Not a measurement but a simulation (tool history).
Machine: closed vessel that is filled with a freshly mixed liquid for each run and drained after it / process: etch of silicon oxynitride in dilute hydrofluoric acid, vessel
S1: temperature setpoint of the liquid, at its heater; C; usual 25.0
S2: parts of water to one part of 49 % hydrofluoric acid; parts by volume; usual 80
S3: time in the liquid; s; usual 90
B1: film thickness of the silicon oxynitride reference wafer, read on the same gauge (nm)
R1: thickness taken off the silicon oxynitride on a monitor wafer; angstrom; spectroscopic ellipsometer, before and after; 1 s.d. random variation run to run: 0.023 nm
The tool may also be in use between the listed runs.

run,hour,S1,S2,S3,B1,R1
1,0.0,25.0,60,90,90.027,66.20
2,64.4,25.0,60,90,89.999,67.20
3,108.5,25.0,80,90,90.031,48.92
4,141.5,25.0,80,90,90.007,49.28
5,193.3,25.0,65,90,89.982,61.63
6,230.4,25.0,65,90,89.986,61.56
7,288.4,25.0,65,90,89.976,61.55
8,425.6,25.0,110,90,90.031,35.16
9,481.6,25.0,110,90,90.006,35.19
10,539.5,26.5,80,90,89.959,53.07
11,573.9,25.0,80,90,90.021,49.73
12,618.7,25.0,80,90,89.981,49.77
13,652.6,25.0,80,90,90.005,49.98
14,681.8,25.0,80,90,89.997,49.28
15,733.0,25.0,80,135,89.985,74.07
# hour 790.4: thermometer replaced
16,792.1,25.0,80,110,89.996,58.82
17,852.2,25.0,110,55,89.988,20.82
18,905.0,21.5,95,120,89.999,45.34
# hour 915.6: gauge calibrated
19,972.7,29.5,100,135,89.986,70.19
20,1029.5,25.0,80,90,90.002,48.14
21,1079.8,25.0,80,90,90.014,48.44
22,1128.5,25.0,80,90,89.997,48.13
23,1155.7,23.0,95,40,90.031,16.14
24,1186.5,21.0,105,65,90.001,21.66
# hour 1194.5: hydrofluoric acid flow meter replaced
25,1214.2,28.0,80,70,89.987,43.22
26,1258.3,25.0,80,90,90.007,48.53
27,1311.2,25.0,50,125,90.010,110.16
28,1376.8,29.0,80,75,89.982,48.89
29,1418.7,28.5,105,60,90.007,28.23
30,1471.8,25.0,50,90,90.029,79.40
31,1533.4,25.0,80,90,90.015,48.45
32,1587.5,25.0,80,55,90.016,29.70

Predict each of these 5 candidate next runs independently; none follows another, all start after run 32:
A,1588.2,25.0,80,40,?,?
B,1588.2,25.0,55,90,?,?
C,1588.2,29.5,95,90,?,?
D,1588.2,22.0,65,50,?,?
E,1588.2,25.0,95,90,?,?

run,B1,R1
A,90.035,21.75
B,90.035,72.77
C,90.035,50.00
D,90.035,29.33
E,90.035,40.66
With the hidden condition removed and each run's random variation left untouched, the same runs would have given:
run,R1
A,21.37
B,71.48
C,49.17
D,28.80
E,39.96
